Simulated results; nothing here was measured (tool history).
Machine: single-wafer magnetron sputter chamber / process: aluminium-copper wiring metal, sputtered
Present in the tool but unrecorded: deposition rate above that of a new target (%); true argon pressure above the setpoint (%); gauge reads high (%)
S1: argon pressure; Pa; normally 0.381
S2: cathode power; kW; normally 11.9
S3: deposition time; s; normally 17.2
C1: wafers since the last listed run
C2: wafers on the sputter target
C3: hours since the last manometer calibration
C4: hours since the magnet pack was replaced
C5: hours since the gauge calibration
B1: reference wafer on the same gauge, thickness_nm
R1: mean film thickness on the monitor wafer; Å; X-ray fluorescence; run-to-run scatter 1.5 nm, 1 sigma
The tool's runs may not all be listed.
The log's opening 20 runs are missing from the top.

{"run": 21, "hour": 273.7, "S1": 0.5, "S2": 13.1, "S3": 14.2, "C1": 183, "C2": 2435, "C3": 2744, "C4": 3595.1, "C5": 75.1, "B1": 415.93, "R1": 3413.45}
{"run": 22, "hour": 285.0, "S1": 0.381, "S2": 14.5, "S3": 14.8, "C1": 284, "C2": 2720, "C3": 2755.3, "C4": 3606.4, "C5": 86.4, "B1": 415.645, "R1": 4206.56}
{"hour": 305.4, "done": "magnet pack replaced"}
{"run": 23, "hour": 305.9, "S1": 0.509, "S2": 11.9, "S3": 17.2, "C1": 324, "C2": 3045, "C3": 2776.2, "C4": 0.5, "C5": 107.3, "B1": 415.875, "R1": 3796.73}
{"run": 24, "hour": 312.1, "S1": 0.381, "S2": 11.9, "S3": 17.2, "C1": 156, "C2": 3201, "C3": 2782.4, "C4": 6.7, "C5": 113.5, "B1": 415.69, "R1": 4119.09}
{"run": 25, "hour": 319.6, "S1": 0.381, "S2": 11.9, "S3": 17.2, "C1": 188, "C2": 3390, "C3": 2789.9, "C4": 14.2, "C5": 121, "B1": 416.056, "R1": 4079.88}
{"hour": 339.9, "done": "capacitance manometer re-zeroed and calibrated"}
{"run": 26, "hour": 340.4, "S1": 0.502, "S2": 13.55, "S3": 17.2, "C1": 322, "C2": 3713, "C3": 0.5, "C4": 35, "C5": 141.8, "B1": 416.074, "R1": 4242}
{"run": 27, "hour": 348.7, "S1": 0.381, "S2": 12.8, "S3": 17.2, "C1": 209, "C2": 3922, "C3": 8.8, "C4": 43.3, "C5": 150.1, "B1": 416.038, "R1": 4354.08}
{"run": 28, "hour": 359.3, "S1": 0.381, "S2": 13.9, "S3": 17.2, "C1": 267, "C2": 4189, "C3": 19.4, "C4": 53.9, "C5": 160.7, "B1": 415.688, "R1": 4692.58}
{"run": 29, "hour": 372.6, "S1": 0.381, "S2": 11.9, "S3": 15.8, "C1": 335, "C2": 4524, "C3": 32.7, "C4": 67.2, "C5": 174, "B1": 415.944, "R1": 3780.14}
{"run": 30, "hour": 385.7, "S1": 0.318, "S2": 11.9, "S3": 20.3, "C1": 330, "C2": 4854, "C3": 45.8, "C4": 80.3, "C5": 187.1, "B1": 416.207, "R1": 5037.2}
{"run": 31, "hour": 398.7, "S1": 0.381, "S2": 11.9, "S3": 17.2, "C1": 327, "C2": 5181, "C3": 58.8, "C4": 93.3, "C5": 200.1, "B1": 415.922, "R1": 4058.27}
{"run": 32, "hour": 404.9, "S1": 0.472, "S2": 9.85, "S3": 17.2, "C1": 156, "C2": 5337, "C3": 65, "C4": 99.5, "C5": 206.3, "B1": 415.604, "R1": 3303.99}
{"run": 33, "hour": 444.6, "S1": 0.507, "S2": 14.1, "S3": 15.2, "C1": 1000, "C2": 6338, "C3": 104.7, "C4": 139.2, "C5": 246, "B1": 415.889, "R1": 3786.71}
{"run": 34, "hour": 459.1, "S1": 0.243, "S2": 11.9, "S3": 17.2, "C1": 365, "C2": 6703, "C3": 119.2, "C4": 153.7, "C5": 260.5, "B1": 415.852, "R1": 4456.25}

Below are 5 alternative next runs, each starting from the tool's condition after run 34. Predict each:
{"run": "A", "hour": 459.5, "S1": 0.381, "S2": 11.9, "S3": 17.2, "C1": 10, "C2": 6713, "C3": 119.6, "C4": 154.1, "C5": 260.9, "B1": "?", "R1": "?"}
{"run": "B", "hour": 459.5, "S1": 0.229, "S2": 11.9, "S3": 17.2, "C1": 10, "C2": 6713, "C3": 119.6, "C4": 154.1, "C5": 260.9, "B1": "?", "R1": "?"}
{"run": "C", "hour": 459.5, "S1": 0.23, "S2": 10.1, "S3": 15.1, "C1": 10, "C2": 6713, "C3": 119.6, "C4": 154.1, "C5": 260.9, "B1": "?", "R1": "?"}
{"run": "D", "hour": 459.5, "S1": 0.432, "S2": 9.4, "S3": 20.2, "C1": 10, "C2": 6713, "C3": 119.6, "C4": 154.1, "C5": 260.9, "B1": "?", "R1": "?"}
{"run": "E", "hour": 459.5, "S1": 0.42, "S2": 11.9, "S3": 17.2, "C1": 10, "C2": 6713, "C3": 119.6, "C4": 154.1, "C5": 260.9, "B1": "?", "R1": "?"}

run=A B1=415.903 R1=4026.21
run=B B1=415.903 R1=4465.72
run=C B1=415.903 R1=3420.97
run=D B1=415.903 R1=3765.93
run=E B1=415.903 R1=3923.1
What these runs would have given with no unlogged condition in the tool:
run=A R1=4184.55
run=B R1=4641.34
run=C R1=3555.51
run=D R1=3914.03
run=E R1=4077.38
